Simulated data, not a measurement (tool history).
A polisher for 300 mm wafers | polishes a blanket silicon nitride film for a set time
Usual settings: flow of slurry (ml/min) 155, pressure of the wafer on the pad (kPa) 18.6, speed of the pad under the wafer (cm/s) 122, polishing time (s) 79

run,hour,flow of slurry (ml/min),pressure of the wafer on the pad (kPa),speed of the pad under the wafer (cm/s),polishing time (s),"incoming thickness of the incoming film, nm",film removed (nm)
1,0,155,18.6,122,79,933.1,98.8
2,43.9,155,18.6,122,79,929,97.8
3,101.2,155,18.6,122,79,943.4,94.5
# hour 145.4: slurry nozzle cleaned
# hour 168.5: worn pad replaced by a new one
4,181.4,155,18.6,122,70,951,86.6
5,280.1,155,18.6,122,70,943.8,89.7
6,335.5,155,18.6,122,79,933.9,99.6
7,379.2,155,18.6,122,79,934.6,94.6
# hour 403.5: worn pad replaced by a new one
# hour 442.4: slurry nozzle cleaned
# hour 447.2: head pressure recalibrated
8,452.9,180,12.4,122,69,935.5,63.1
9,533,175,24.1,122,56,942.7,91.3
10,614.8,155,18.6,122,79,942.8,100.9
# hour 627: worn pad replaced by a new one
11,660.1,155,18.6,122,79,943,98.7
12,703.6,155,18.6,122,79,942.9,94.3
# hour 722.6: slurry nozzle cleaned
13,740.9,185,22.1,148,79,926.2,139.1
14,784.3,105,18.6,96,79,929.3,77.8
# hour 865.9: worn pad replaced by a new one
15,876.2,155,22.1,122,79,945.3,116.3

What the log doesn't show, run by run:
removal rate lost through wear of the pad, %: 0 in every run
deviation of the head's pressure from its setpoint, %: 0 in every run
H1: slurry flow missing at the pad, %
run,H1
1,12.2
2,17
3,24.9
4,1.05
5,6.2
6,11.7
7,17.4
8,1.77
9,4.24
10,10.8
11,16.2
12,22.6
13,0.402
14,1.46
15,7.51

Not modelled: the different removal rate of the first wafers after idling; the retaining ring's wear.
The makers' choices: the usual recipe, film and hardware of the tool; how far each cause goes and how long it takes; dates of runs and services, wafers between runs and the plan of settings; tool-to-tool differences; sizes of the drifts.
